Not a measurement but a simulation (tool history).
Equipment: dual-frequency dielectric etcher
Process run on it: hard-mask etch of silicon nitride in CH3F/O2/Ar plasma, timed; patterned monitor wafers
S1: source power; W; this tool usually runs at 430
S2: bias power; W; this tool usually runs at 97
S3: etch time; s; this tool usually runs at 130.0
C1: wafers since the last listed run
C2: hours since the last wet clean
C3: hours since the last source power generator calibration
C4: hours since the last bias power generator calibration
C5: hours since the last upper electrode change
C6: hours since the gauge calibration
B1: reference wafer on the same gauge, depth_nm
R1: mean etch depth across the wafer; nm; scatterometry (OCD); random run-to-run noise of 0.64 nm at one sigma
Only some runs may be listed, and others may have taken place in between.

run 1 hour=0.0 | S1=430 S2=97 S3=130.0 | C1=0 C2=470.5 C3=2080.8 C4=3736.6 C5=4477.5 C6=453.5 | B1=113.4 | R1=97.0
-- hour=43.6 wet clean of the chamber
run 2 hour=44.1 | S1=430 S2=97 S3=130.0 | C1=205 C2=0.5 C3=2124.9 C4=3780.7 C5=4521.6 C6=497.6 | B1=113.5 | R1=97.5
run 3 hour=141.6 | S1=360 S2=97 S3=130.0 | C1=999 C2=98.0 C3=2222.4 C4=3878.2 C5=4619.1 C6=595.1 | B1=113.9 | R1=90.2
run 4 hour=207.1 | S1=360 S2=97 S3=130.0 | C1=671 C2=163.5 C3=2287.9 C4=3943.7 C5=4684.6 C6=660.6 | B1=114.1 | R1=91.3
run 5 hour=254.7 | S1=430 S2=97 S3=130.0 | C1=487 C2=211.1 C3=2335.5 C4=3991.3 C5=4732.2 C6=708.2 | B1=114.5 | R1=99.5
run 6 hour=299.3 | S1=430 S2=97 S3=130.0 | C1=457 C2=255.7 C3=2380.1 C4=4035.9 C5=4776.8 C6=752.8 | B1=114.6 | R1=99.5
run 7 hour=365.9 | S1=450 S2=97 S3=121.5 | C1=682 C2=322.3 C3=2446.7 C4=4102.5 C5=4843.4 C6=819.4 | B1=115.0 | R1=94.3
-- hour=379.1 bias power generator calibrated
run 8 hour=424.8 | S1=430 S2=97 S3=130.0 | C1=562 C2=381.2 C3=2505.6 C4=45.7 C5=4902.3 C6=878.3 | B1=115.0 | R1=98.8
run 9 hour=455.2 | S1=430 S2=97 S3=130.0 | C1=311 C2=411.6 C3=2536.0 C4=76.1 C5=4932.7 C6=908.7 | B1=115.1 | R1=99.8
-- hour=501.4 wet clean of the chamber
run 10 hour=512.1 | S1=430 S2=97 S3=130.0 | C1=337 C2=10.7 C3=2592.9 C4=133.0 C5=4989.6 C6=965.6 | B1=115.4 | R1=99.1
run 11 hour=570.4 | S1=430 S2=97 S3=130.0 | C1=597 C2=69.0 C3=2651.2 C4=191.3 C5=5047.9 C6=1023.9 | B1=115.8 | R1=99.0
run 12 hour=623.8 | S1=390 S2=97 S3=154.0 | C1=547 C2=122.4 C3=2704.6 C4=244.7 C5=5101.3 C6=1077.3 | B1=116.0 | R1=113.1
run 13 hour=653.8 | S1=430 S2=111 S3=145.0 | C1=307 C2=152.4 C3=2734.6 C4=274.7 C5=5131.3 C6=1107.3 | B1=116.1 | R1=118.9
run 14 hour=717.1 | S1=430 S2=97 S3=130.0 | C1=648 C2=215.7 C3=2797.9 C4=338.0 C5=5194.6 C6=1170.6 | B1=116.1 | R1=99.1
run 15 hour=757.9 | S1=490 S2=85 S3=109.0 | C1=418 C2=256.5 C3=2838.7 C4=378.8 C5=5235.4 C6=1211.4 | B1=116.5 | R1=82.8
-- hour=786.0 upper electrode replaced
-- hour=794.0 gauge calibrated
run 16 hour=800.5 | S1=430 S2=97 S3=164.0 | C1=190 C2=299.1 C3=2881.3 C4=421.4 C5=14.5 C6=6.5 | B1=111.8 | R1=120.8
run 17 hour=833.5 | S1=360 S2=79 S3=114.0 | C1=338 C2=332.1 C3=2914.3 C4=454.4 C5=47.5 C6=39.5 | B1=112.0 | R1=70.6
run 18 hour=895.0 | S1=540 S2=76 S3=112.5 | C1=630 C2=393.6 C3=2975.8 C4=515.9 C5=109.0 C6=101.0 | B1=112.3 | R1=83.4
-- hour=912.8 source power generator calibrated
-- hour=980.9 wet clean of the chamber
run 19 hour=981.4 | S1=510 S2=97 S3=111.0 | C1=598 C2=0.5 C3=68.6 C4=602.3 C5=195.4 C6=187.4 | B1=112.7 | R1=88.7
run 20 hour=998.6 | S1=430 S2=97 S3=130.0 | C1=176 C2=17.7 C3=85.8 C4=619.5 C5=212.6 C6=204.6 | B1=112.8 | R1=98.3
run 21 hour=1059.4 | S1=340 S2=74 S3=161.0 | C1=623 C2=78.5 C3=146.6 C4=680.3 C5=273.4 C6=265.4 | B1=113.0 | R1=95.6
run 22 hour=1095.7 | S1=490 S2=109 S3=150.0 | C1=372 C2=114.8 C3=182.9 C4=716.6 C5=309.7 C6=301.7 | B1=113.0 | R1=125.7
run 23 hour=1140.0 | S1=430 S2=97 S3=130.0 | C1=453 C2=159.1 C3=227.2 C4=760.9 C5=354.0 C6=346.0 | B1=113.4 | R1=98.7
run 24 hour=1202.7 | S1=430 S2=97 S3=130.0 | C1=642 C2=221.8 C3=289.9 C4=823.6 C5=416.7 C6=408.7 | B1=113.4 | R1=98.0
run 25 hour=1257.6 | S1=430 S2=97 S3=119.0 | C1=562 C2=276.7 C3=344.8 C4=878.5 C5=471.6 C6=463.6 | B1=114.0 | R1=88.7
run 26 hour=1310.5 | S1=430 S2=97 S3=130.0 | C1=542 C2=329.6 C3=397.7 C4=931.4 C5=524.5 C6=516.5 | B1=114.0 | R1=98.2
run 27 hour=1345.9 | S1=370 S2=97 S3=165.0 | C1=362 C2=365.0 C3=433.1 C4=966.8 C5=559.9 C6=551.9 | B1=114.2 | R1=115.4
run 28 hour=1380.9 | S1=430 S2=97 S3=160.0 | C1=358 C2=400.0 C3=468.1 C4=1001.8 C5=594.9 C6=586.9 | B1=114.3 | R1=119.5
-- hour=1449.7 wet clean of the chamber
run 29 hour=1450.2 | S1=430 S2=97 S3=130.0 | C1=464 C2=0.5 C3=537.4 C4=1071.1 C5=664.2 C6=656.2 | B1=114.6 | R1=97.4
run 30 hour=1463.1 | S1=430 S2=106 S3=130.0 | C1=132 C2=13.4 C3=550.3 C4=1084.0 C5=677.1 C6=669.1 | B1=114.6 | R1=102.5
run 31 hour=1492.0 | S1=430 S2=76 S3=159.5 | C1=296 C2=42.3 C3=579.2 C4=1112.9 C5=706.0 C6=698.0 | B1=114.8 | R1=106.8

3 options for the next run, each taken on its own from the tool as it stands now. Forecast them:
run A hour=1492.5 | S1=530 S2=97 S3=130.0 | C1=5 C2=42.8 C3=579.7 C4=1113.4 C5=706.5 C6=698.5 | B1=? | R1=?
run B hour=1492.5 | S1=430 S2=77 S3=130.0 | C1=5 C2=42.8 C3=579.7 C4=1113.4 C5=706.5 C6=698.5 | B1=? | R1=?
run C hour=1492.5 | S1=480 S2=114 S3=168.5 | C1=5 C2=42.8 C3=579.7 C4=1113.4 C5=706.5 C6=698.5 | B1=? | R1=?

run=A B1=114.6 R1=107.0
run=B B1=114.6 R1=87.3
run=C B1=114.6 R1=143.4
Stripped of hidden state, with their random variation kept, the same runs would have yielded:
run=A R1=104.0
run=B R1=84.8
run=C R1=139.2

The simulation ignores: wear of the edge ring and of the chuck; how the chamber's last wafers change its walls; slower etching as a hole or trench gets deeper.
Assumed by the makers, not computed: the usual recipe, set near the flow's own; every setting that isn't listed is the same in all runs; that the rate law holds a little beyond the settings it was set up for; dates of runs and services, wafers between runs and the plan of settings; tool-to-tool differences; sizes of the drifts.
